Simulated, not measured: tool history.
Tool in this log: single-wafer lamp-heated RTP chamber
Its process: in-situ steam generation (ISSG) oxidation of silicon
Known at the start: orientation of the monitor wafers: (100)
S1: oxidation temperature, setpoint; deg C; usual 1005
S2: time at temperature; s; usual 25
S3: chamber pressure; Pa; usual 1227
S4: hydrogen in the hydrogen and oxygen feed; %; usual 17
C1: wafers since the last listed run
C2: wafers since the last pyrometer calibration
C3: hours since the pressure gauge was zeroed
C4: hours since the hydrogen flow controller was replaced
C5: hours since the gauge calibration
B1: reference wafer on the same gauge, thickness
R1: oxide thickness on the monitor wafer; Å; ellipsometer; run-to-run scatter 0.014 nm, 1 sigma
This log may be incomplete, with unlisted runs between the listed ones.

run   hour    S1  S2    S3  S4    C1    C2      C3      C4     C5     B1     R1
  1    0.0  1010  25  1227  17     0  4296  2731.4  6561.5  116.3  6.931  59.90
  2   37.0  1010  25  1227  17   210  4506  2768.4  6598.5  153.3  6.930  60.15
  3   76.8  1010  25  1227  17   226  4733  2808.2  6638.3  193.1  6.930  60.34
  4  103.8  1005  25  1227  17   153  4886  2835.2  6665.3  220.1  6.929  59.04
  5  159.1  1005  25  1227  17   314  5201  2890.5  6720.6  275.4  6.930  58.96
  6  203.2  1005  25  1227  17   250  5451  2934.6  6764.7  319.5  6.929  58.94
  7  352.8  1005  25  1227  17   850  6302  3084.2  6914.3  469.1  6.933  58.88
     444.2  -- gauge calibrated
     559.0  -- hydrogen flow controller replaced
  8  559.5  1005  25  1227  17  1129  7431  3290.9     0.5  115.3  6.929  59.19
     601.2  -- pyrometer window cleaned and pyrometer calibrated
  9  611.8   991  19  1053  17   251    60  3343.2    52.8  167.6  6.931  48.48
 10  678.1  1005  25  1227  11   376   437  3409.5   119.1  233.9  6.931  52.96
     702.1  -- pressure gauge zeroed
 11  726.2  1005  25  1227  22   227   665    24.1   167.2  282.0  6.932  61.73
 12  750.8  1005  25  1307  17   139   805    48.7   191.8  306.6  6.928  57.80
 13  818.7  1005  25  1227  17   385  1191   116.6   259.7  374.5  6.928  58.27
 14  874.0  1021  25  1120  24   314  1505   171.9   315.0  429.8  6.931  68.39
 15  918.0  1005  25  1227  17   250  1755   215.9   359.0  473.8  6.931  58.38

Here are 3 independent what-if runs from the current tool condition. What would each one return?
  A  918.4  1005  31  1227  17   2  1757  216.3  359.4  474.2   ?   ?
  B  918.4   989  17  1160  17   2  1757  216.3  359.4  474.2   ?   ?
  C  918.4  1005  25  1307  20   2  1757  216.3  359.4  474.2   ?   ?

run     B1     R1
  A  6.931  65.22
  B  6.931  45.93
  C  6.931  60.02
Had the tool no hidden state, the same runs would have come out as:
run     R1
  A  64.82
  B  45.71
  C  59.66

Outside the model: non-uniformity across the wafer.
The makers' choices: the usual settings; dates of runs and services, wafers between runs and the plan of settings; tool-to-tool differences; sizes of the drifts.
